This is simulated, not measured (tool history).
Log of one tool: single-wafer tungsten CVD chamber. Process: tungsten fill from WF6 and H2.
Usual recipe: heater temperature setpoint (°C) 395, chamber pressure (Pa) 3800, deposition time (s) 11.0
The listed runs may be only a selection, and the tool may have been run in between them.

run	hour	heater temperature setpoint (°C)	chamber pressure (Pa)	deposition time (s)	read-back reference wafer on the same gauge, thickness_nm	mean film thickness on the monitor wafer (angstrom)
1	0.0	395	4173	11.0	33.290	276.21
2	27.6	395	4173	11.0	33.311	276.29
3	51.7	395	4173	11.0	33.300	275.44
4	77.0	395	4013	11.0	33.278	269.91
5	100.8	395	3800	11.0	33.306	262.70
6	127.2	395	3800	11.0	33.308	261.97
7	140.9	395	3800	11.0	33.296	262.49
8	159.8	400	2946	9.8	33.304	242.43
9	209.3	409	4560	9.7	33.301	347.71
10	242.2	395	3800	12.7	33.304	327.72
11	269.6	390	3800	11.0	33.290	257.18
12	304.3	403	3800	11.0	33.295	321.82
13	322.0	395	3800	11.0	33.291	281.14
14	340.1	395	3800	11.0	33.279	279.75

Missing from the log above: 4 entries noted between runs. For each, name the pair of listed runs it sits between and say how the tool's hidden condition differs from the listed run just before to the listed run just after:
Runs 5 to 6: capacitance manometer re-zeroed and calibrated (hour 121.8)
  wafer temperature above the value expected at the setpoint (K): -5.24 -> -5.27
  the result without the hidden state subtracted from the measured one, mean film thickness on the monitor wafer (angstrom): -25.22 -> -25.28
Runs 7 to 8: showerhead replaced (hour 158.4); thermocouple changed; heater temperature recalibrated (hour 159.0)
  wafer temperature above the value expected at the setpoint (K): -5.28 -> -0.102
  the result without the hidden state subtracted from the measured one, mean film thickness on the monitor wafer (angstrom): -25.39 -> -0.43
Runs 10 to 11: gauge calibrated (hour 257.2)
  wafer temperature above the value expected at the setpoint (K): -0.965 -> -1.22
  the result without the hidden state subtracted from the measured one, mean film thickness on the monitor wafer (angstrom): -5.54 -> -5.70

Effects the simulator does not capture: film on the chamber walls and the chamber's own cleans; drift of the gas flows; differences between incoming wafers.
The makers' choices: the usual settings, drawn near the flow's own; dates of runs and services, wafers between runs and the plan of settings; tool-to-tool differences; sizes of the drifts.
